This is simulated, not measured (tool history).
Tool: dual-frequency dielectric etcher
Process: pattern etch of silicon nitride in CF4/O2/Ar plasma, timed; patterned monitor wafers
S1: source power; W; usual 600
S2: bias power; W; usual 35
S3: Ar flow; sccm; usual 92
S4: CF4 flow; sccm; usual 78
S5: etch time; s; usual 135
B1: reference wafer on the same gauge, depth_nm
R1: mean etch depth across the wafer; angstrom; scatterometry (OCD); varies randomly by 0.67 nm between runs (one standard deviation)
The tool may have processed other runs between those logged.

run 1 hour=0 | S1=600 S2=35 S3=92 S4=78 S5=135 | B1=253.8 | R1=2750
-- hour=11.7 gauge calibrated
-- hour=52.6 upper electrode replaced
run 2 hour=53.1 | S1=600 S2=35 S3=92 S4=78 S5=135 | B1=254 | R1=2766
run 3 hour=70.3 | S1=600 S2=35 S3=92 S4=78 S5=135 | B1=254 | R1=2765
run 4 hour=140.6 | S1=600 S2=35 S3=92 S4=78 S5=135 | B1=253.9 | R1=2763
run 5 hour=199.5 | S1=670 S2=35 S3=70 S4=60 S5=100.5 | B1=253.9 | R1=2307
-- hour=229.4 wet clean of the chamber
run 6 hour=230.1 | S1=600 S2=35 S3=92 S4=78 S5=135 | B1=254 | R1=2761
run 7 hour=290.1 | S1=600 S2=35 S3=92 S4=78 S5=135 | B1=254 | R1=2776
run 8 hour=323.5 | S1=450 S2=35 S3=92 S4=78 S5=135 | B1=253.9 | R1=2324
run 9 hour=372.4 | S1=600 S2=27 S3=110 S4=63 S5=135 | B1=254 | R1=2431
-- hour=419.8 Ar flow controller replaced
run 10 hour=430.2 | S1=600 S2=35 S3=92 S4=78 S5=135 | B1=254 | R1=2782
-- hour=445.5 CF4 flow controller replaced
run 11 hour=477.8 | S1=640 S2=41 S3=72 S4=89 S5=135 | B1=254.1 | R1=3231

What will run 12 give?
run 12 hour=535.8 | S1=670 S2=35 S3=70 S4=60 S5=100.5 | B1=? | R1=?

{"run 12": {"B1": 254, "R1": 2321}}
Had the tool carried no hidden state, the very same run would have given R1 2305 angstrom.
